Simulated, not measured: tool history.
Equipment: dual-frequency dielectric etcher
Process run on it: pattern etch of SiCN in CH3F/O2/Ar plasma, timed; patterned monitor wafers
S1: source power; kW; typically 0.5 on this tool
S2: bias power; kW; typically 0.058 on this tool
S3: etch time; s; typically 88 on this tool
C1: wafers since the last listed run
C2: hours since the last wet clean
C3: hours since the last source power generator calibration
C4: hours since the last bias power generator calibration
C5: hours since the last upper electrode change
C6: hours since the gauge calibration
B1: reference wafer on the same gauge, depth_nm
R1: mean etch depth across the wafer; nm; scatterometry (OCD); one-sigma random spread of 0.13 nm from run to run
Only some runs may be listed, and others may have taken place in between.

run    hour    S1     S2     S3    C1     C2      C3      C4      C5      C6     B1     R1
  1       0   0.5  0.058     88     0  710.9   625.1  3240.6  1849.2    1166  32.91  35.03
       44.6  -- wet clean of the chamber
  2     105  0.56  0.058    104   743   60.4   730.1  3345.6  1954.2    1271   32.9  43.36
  3   191.7  0.56  0.058    104   796  147.1   816.8  3432.3  2040.9  1357.7  32.84  43.53
  4   298.6  0.56  0.058    104   981    254   923.7  3539.2  2147.8  1464.6  32.89  42.91
  5   339.2   0.5  0.058     82   372  294.6   964.3  3579.8  2188.4  1505.2  32.92  32.46
  6   440.9   0.5  0.069     88   934  396.3    1066  3681.5  2290.1  1606.9  32.88  37.06
      490.4  -- gauge calibrated
  7   503.4   0.5  0.058     67   574  458.8  1128.5    3744  2352.6      13  32.89  26.51
  8   552.9   0.5  0.058     67   454  508.3    1178  3793.5  2402.1    62.5  32.89  26.25
  9   614.5   0.5  0.058     67   565  569.9  1239.6  3855.1  2463.7   124.1  32.97  26.49
        674  -- wet clean of the chamber
 10   676.4   0.5  0.058     88   348    2.4  1301.5    3917  2525.6     186  32.92  34.75
 11     775   0.5  0.058     67   905    101  1400.1  4015.6  2624.2   284.6  32.89  26.26
 12   812.6  0.42  0.069   94.5   345  138.6  1437.7  4053.2  2661.8   322.2  32.91  36.63
 13   882.2  0.45  0.065     69   639  208.2  1507.3  4122.8  2731.4   391.8   32.9  27.18
 14   921.1   0.5   0.05   68.5   357  247.1  1546.2  4161.7  2770.3   430.7  32.94  25.66
 15  1021.3   0.5  0.058     88   920  347.3  1646.4  4261.9  2870.5   530.9  32.89  34.58
 16  1108.5  0.46  0.047   69.5   800  434.5  1733.6  4349.1  2957.7   618.1  32.86   24.6
 17  1169.1  0.46  0.044     67   556  495.1  1794.2  4409.7  3018.3   678.7  32.85   22.9
 18  1263.6  0.43  0.062    105   867  589.6  1888.7  4504.2  3112.8   773.2   32.9  39.55
 19  1321.9   0.5  0.058    104   535  647.9    1947  4562.5  3171.1   831.5  32.91  40.76
     1364.3  -- upper electrode replaced
     1371.2  -- source power generator calibrated
     1391.5  -- wet clean of the chamber
 20  1557.3   0.5  0.067  104.5  1718  165.8   186.1  4797.9     193  1066.9  32.94   43.2
 21  1654.5  0.46  0.047   69.5   892    263   283.3  4895.1   290.2  1164.1  32.86  24.17
     1859.8  -- bias power generator calibrated
 22  1938.3   0.5  0.058     88  2569  546.8   567.1    78.5     574  1447.9  32.92  35.32
     1980.2  -- wet clean of the chamber
 23  2008.4   0.5  0.058   71.5   423   28.2   637.2   148.6   644.1    1518  32.89  28.85
 24  2067.6  0.55  0.048     88   543   87.4   696.4   207.8   703.3  1577.2  32.88  34.36
 25  2149.1  0.56  0.069   73.5   748  168.9   777.9   289.3   784.8  1658.7  32.87  33.07
 26    2254   0.5  0.065    110   963  273.8   882.8   394.2   889.7  1763.6  32.94  45.49
 27    2302  0.38  0.072     88   440  321.8   930.8   442.2   937.7  1811.6   32.9  33.77
 28  2405.1   0.5  0.058     88   946  424.9  1033.9   545.3  1040.8  1914.7  32.92     35
       2464  -- gauge calibrated
 29  2478.2   0.4  0.071     75   671    498    1107   618.4  1113.9    14.2  32.91  29.16
 30  2564.6   0.5  0.069     88   793  584.4  1193.4   704.8  1200.3   100.6   32.9  37.65

Some steps in R1 between neighbouring runs. How much of each would the tool show without its hidden state too (settings, what came in, random variation), and how much is left for the hidden state, with any gauge scatter that isn't in both results?
Hidden state at play: etch rate over this chamber's usual, %; source power that arrives over what is set, %; bias power that arrives over what is set, %; gauge reads high (%).
Run 17 -> 18: S1 0.46 -> 0.43, S2 0.044 -> 0.062, S3 67 -> 105. R1 +16.65 nm: hidden state -0.38, all else +17.03.
Run 20 -> 21: S1 0.5 -> 0.46, S2 0.067 -> 0.047, S3 104.5 -> 69.5. R1 -19.03 nm: hidden state +0.45, all else -19.48.
Run 21 -> 22: S1 0.46 -> 0.5, S2 0.047 -> 0.058, S3 69.5 -> 88, bias power generator calibrated. R1 +11.15 nm: hidden state +0.46, all else +10.69.
Run 25 -> 26: S1 0.56 -> 0.5, S2 0.069 -> 0.065, S3 73.5 -> 110. R1 +12.42 nm: hidden state -0.02, all else +12.44.

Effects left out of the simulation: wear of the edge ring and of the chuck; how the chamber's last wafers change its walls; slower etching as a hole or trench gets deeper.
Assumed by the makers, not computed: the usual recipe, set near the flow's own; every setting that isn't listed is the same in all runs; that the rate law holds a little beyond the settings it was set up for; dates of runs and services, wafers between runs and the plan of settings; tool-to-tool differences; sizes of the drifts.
